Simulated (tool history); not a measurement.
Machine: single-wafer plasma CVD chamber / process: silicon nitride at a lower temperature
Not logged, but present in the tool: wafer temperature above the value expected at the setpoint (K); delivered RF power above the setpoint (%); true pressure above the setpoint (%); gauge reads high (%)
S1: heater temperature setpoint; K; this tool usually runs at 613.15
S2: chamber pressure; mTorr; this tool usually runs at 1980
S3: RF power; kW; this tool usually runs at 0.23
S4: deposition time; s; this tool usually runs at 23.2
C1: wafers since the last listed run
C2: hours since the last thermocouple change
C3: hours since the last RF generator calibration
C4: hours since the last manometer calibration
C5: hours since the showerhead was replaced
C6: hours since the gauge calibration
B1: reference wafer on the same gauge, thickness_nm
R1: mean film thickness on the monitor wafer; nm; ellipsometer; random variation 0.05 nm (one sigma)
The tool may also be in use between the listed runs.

run,day,S1,S2,S3,S4,C1,C2,C3,C4,C5,C6,B1,R1
1,0,613.15,1980,0.23,23.2,0,1587.4,2379.9,2168.9,2579.6,415.9,19.509,24.371
2,0.862,613.15,1980,0.23,23.2,397,1608.1,2400.6,2189.6,2600.3,436.6,19.506,24.391
3,4.388,613.15,1980,0.23,26.3,1622,1692.7,2485.2,2274.2,2684.9,521.2,19.497,27.838
4,4.992,613.15,1660,0.24,23.2,278,1707.2,2499.7,2288.7,2699.4,535.7,19.505,23.47
5,5.888,613.15,1660,0.24,23.2,412,1728.7,2521.2,2310.2,2720.9,557.2,19.502,23.429
6,6.654,613.15,1980,0.23,23.2,352,1747.1,2539.6,2328.6,2739.3,575.6,19.505,24.531
# day 7.625: thermocouple changed; heater temperature recalibrated
7,7.646,613.15,1980,0.23,23.2,303,0.5,2563.4,2352.4,2763.1,599.4,19.502,24.404
# day 8.683: RF generator calibrated
8,8.912,613.15,1980,0.23,23.2,429,30.9,5.5,2382.8,2793.5,629.8,19.504,24.524
9,9.633,613.15,1980,0.23,23.2,331,48.2,22.8,2400.1,2810.8,647.1,19.495,24.443
10,10.221,613.15,1980,0.23,23.2,270,62.3,36.9,2414.2,2824.9,661.2,19.496,24.552
11,10.983,613.15,1980,0.23,23.2,351,80.6,55.2,2432.5,2843.2,679.5,19.499,24.5
12,11.679,604.15,1980,0.23,23.2,320,97.3,71.9,2449.2,2859.9,696.2,19.503,24.597
13,13.083,607.15,2170,0.23,23.2,646,131,105.6,2482.9,2893.6,729.9,19.519,25.342
14,14.154,613.15,2110,0.23,23.2,493,156.7,131.3,2508.6,2919.3,755.6,19.498,25.061
15,15.242,619.15,1980,0.23,23.2,500,182.8,157.4,2534.7,2945.4,781.7,19.499,24.531
16,16.088,619.15,1780,0.205,26,389,203.1,177.7,2555,2965.7,802,19.488,25.477
17,16.7,599.15,1780,0.23,21,282,217.8,192.4,2569.7,2980.4,816.7,19.483,21.663
# day 17.446: gauge calibrated
# day 17.642: capacitance manometer re-zeroed and calibrated
18,18.054,599.15,1780,0.23,21,470,250.3,224.9,9.9,3012.9,14.6,19.489,21.071
19,19.417,613.15,2450,0.23,23.2,627,283,257.6,42.6,3045.6,47.3,19.516,25.511
20,20.104,601.15,1980,0.23,23.2,316,299.5,274.1,59.1,3062.1,63.8,19.515,24.077
21,20.754,613.15,1980,0.23,23.2,299,315.1,289.7,74.7,3077.7,79.4,19.494,23.895
# day 21.892: showerhead replaced, of another model than before
22,21.967,619.15,1670,0.195,21,404,344.2,318.8,103.8,1.8,108.5,19.5,18.926
23,23.304,621.15,1980,0.23,23.2,615,376.3,350.9,135.9,33.9,140.6,19.492,23.91
24,24.792,613.15,1980,0.275,23.2,684,412,386.6,171.6,69.6,176.3,19.499,24.925
25,25.821,613.15,1980,0.23,23.2,473,436.7,411.3,196.3,94.3,201,19.506,24.042
26,27.262,613.15,1980,0.23,23.2,663,471.3,445.9,230.9,128.9,235.6,19.5,24.04
27,28.475,613.15,1980,0.23,23.2,558,500.4,475,260,158,264.7,19.488,24.044
28,29.408,613.15,1980,0.23,23.2,429,522.8,497.4,282.4,180.4,287.1,19.489,23.932
29,30.842,608.15,2380,0.25,27.1,659,557.2,531.8,316.8,214.8,321.5,19.496,30.826

Forecast each of these 4 alternatives for the next run:
A,30.858,613.15,1980,0.23,23.2,7,557.6,532.2,317.2,215.2,321.9,?,?
B,30.858,617.15,1980,0.2,23.2,7,557.6,532.2,317.2,215.2,321.9,?,?
C,30.858,613.15,1980,0.26,23.2,7,557.6,532.2,317.2,215.2,321.9,?,?
D,30.858,624.15,2170,0.23,23.2,7,557.6,532.2,317.2,215.2,321.9,?,?

run,B1,R1
A,19.507,24.021
B,19.507,23.3
C,19.507,24.667
D,19.507,24.976
Without the tool's hidden state the same runs would have given:
run,R1
A,23.97
B,23.25
C,24.614
D,24.922
